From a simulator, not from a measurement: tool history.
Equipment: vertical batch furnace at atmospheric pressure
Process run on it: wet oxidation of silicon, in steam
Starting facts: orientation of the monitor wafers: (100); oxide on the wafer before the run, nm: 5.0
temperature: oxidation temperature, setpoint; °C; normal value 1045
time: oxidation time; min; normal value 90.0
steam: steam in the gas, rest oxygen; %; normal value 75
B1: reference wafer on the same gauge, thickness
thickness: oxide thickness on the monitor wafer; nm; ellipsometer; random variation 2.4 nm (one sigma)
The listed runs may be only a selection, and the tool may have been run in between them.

run 1 hour=0.0 | temperature=1045 time=90.0 steam=75 | B1=628.29 | thickness=639.14
run 2 hour=12.9 | temperature=1045 time=90.0 steam=67 | B1=628.24 | thickness=592.91
run 3 hour=33.6 | temperature=1045 time=90.0 steam=67 | B1=628.89 | thickness=590.86
run 4 hour=53.1 | temperature=1045 time=90.0 steam=67 | B1=628.78 | thickness=596.24
run 5 hour=70.9 | temperature=1045 time=90.0 steam=75 | B1=628.68 | thickness=635.55
run 6 hour=91.8 | temperature=1045 time=117.0 steam=69 | B1=629.25 | thickness=710.42
run 7 hour=116.7 | temperature=1045 time=90.0 steam=75 | B1=629.67 | thickness=635.31
run 8 hour=142.2 | temperature=1063 time=90.0 steam=75 | B1=628.86 | thickness=690.88
run 9 hour=157.1 | temperature=1063 time=90.0 steam=75 | B1=628.63 | thickness=692.89
run 10 hour=188.9 | temperature=1063 time=90.0 steam=75 | B1=629.83 | thickness=692.86
run 11 hour=220.6 | temperature=1052 time=90.0 steam=66 | B1=628.83 | thickness=607.55
run 12 hour=233.3 | temperature=1045 time=90.0 steam=75 | B1=628.71 | thickness=633.22
run 13 hour=256.8 | temperature=1045 time=90.0 steam=75 | B1=629.28 | thickness=632.20
-- hour=283.5 gauge calibrated
run 14 hour=328.8 | temperature=1059 time=90.0 steam=79 | B1=628.08 | thickness=694.09
run 15 hour=349.1 | temperature=1059 time=90.0 steam=79 | B1=628.76 | thickness=690.40
-- hour=398.8 thermocouples replaced and temperature profile calibrated
run 16 hour=399.3 | temperature=1045 time=106.0 steam=75 | B1=629.53 | thickness=690.21
run 17 hour=413.1 | temperature=1045 time=101.5 steam=75 | B1=628.75 | thickness=673.38
run 18 hour=441.5 | temperature=1045 time=101.5 steam=75 | B1=629.75 | thickness=671.50
run 19 hour=465.2 | temperature=1045 time=112.5 steam=75 | B1=628.96 | thickness=716.68
run 20 hour=498.5 | temperature=1045 time=90.0 steam=80 | B1=629.21 | thickness=654.12
run 21 hour=511.2 | temperature=1045 time=90.0 steam=67 | B1=628.88 | thickness=590.61
run 22 hour=546.0 | temperature=1045 time=90.0 steam=67 | B1=629.09 | thickness=580.10
run 23 hour=562.3 | temperature=1045 time=74.0 steam=69 | B1=629.76 | thickness=526.71
run 24 hour=597.3 | temperature=1053 time=90.0 steam=85 | B1=628.51 | thickness=701.93
run 25 hour=630.8 | temperature=1026 time=90.0 steam=75 | B1=628.28 | thickness=564.28
run 26 hour=657.3 | temperature=1045 time=133.5 steam=75 | B1=628.01 | thickness=787.32
-- hour=709.6 steam generator serviced
run 27 hour=710.1 | temperature=1059 time=90.0 steam=75 | B1=629.46 | thickness=704.48
run 28 hour=728.2 | temperature=1045 time=90.0 steam=75 | B1=629.17 | thickness=650.42
run 29 hour=759.0 | temperature=1029 time=58.5 steam=66 | B1=629.06 | thickness=419.97
run 30 hour=794.4 | temperature=1045 time=90.0 steam=75 | B1=627.79 | thickness=650.01
run 31 hour=814.6 | temperature=1030 time=90.0 steam=68 | B1=629.58 | thickness=566.72
run 32 hour=913.4 | temperature=1045 time=90.0 steam=75 | B1=629.09 | thickness=656.19
run 33 hour=928.9 | temperature=1068 time=90.0 steam=75 | B1=628.22 | thickness=732.13
run 34 hour=947.9 | temperature=1045 time=110.5 steam=79 | B1=629.17 | thickness=761.57
run 35 hour=976.7 | temperature=1053 time=59.0 steam=85 | B1=629.53 | thickness=570.65
run 36 hour=1001.8 | temperature=1045 time=90.0 steam=67 | B1=629.20 | thickness=616.55
run 37 hour=1020.5 | temperature=1045 time=67.5 steam=84 | B1=629.03 | thickness=586.75
run 38 hour=1035.1 | temperature=1045 time=90.0 steam=75 | B1=628.69 | thickness=657.02

Run-by-run hidden state of the tool:
true tube temperature minus thermocouple reading, K: 0 across all the runs
gauge reads high (%): 0 across all the runs
H1: steam share off its setpoint, % of the setpoint
run=1 H1=-5.19
run=2 H1=-5.24
run=3 H1=-5.32
run=4 H1=-5.39
run=5 H1=-5.46
run=6 H1=-5.54
run=7 H1=-5.64
run=8 H1=-5.74
run=9 H1=-5.8
run=10 H1=-5.93
run=11 H1=-6.05
run=12 H1=-6.11
run=13 H1=-6.2
run=14 H1=-6.51
run=15 H1=-6.59
run=16 H1=-6.81
run=17 H1=-6.87
run=18 H1=-6.99
run=19 H1=-7.1
run=20 H1=-7.25
run=21 H1=-7.31
run=22 H1=-7.46
run=23 H1=-7.54
run=24 H1=-7.7
run=25 H1=-7.86
run=26 H1=-7.98
run=27 H1=-0.582
run=28 H1=-0.582
run=29 H1=-0.584
run=30 H1=-0.587
run=31 H1=-0.59
run=32 H1=-0.613
run=33 H1=-0.618
run=34 H1=-0.624
run=35 H1=-0.635
run=36 H1=-0.645
run=37 H1=-0.654
run=38 H1=-0.661

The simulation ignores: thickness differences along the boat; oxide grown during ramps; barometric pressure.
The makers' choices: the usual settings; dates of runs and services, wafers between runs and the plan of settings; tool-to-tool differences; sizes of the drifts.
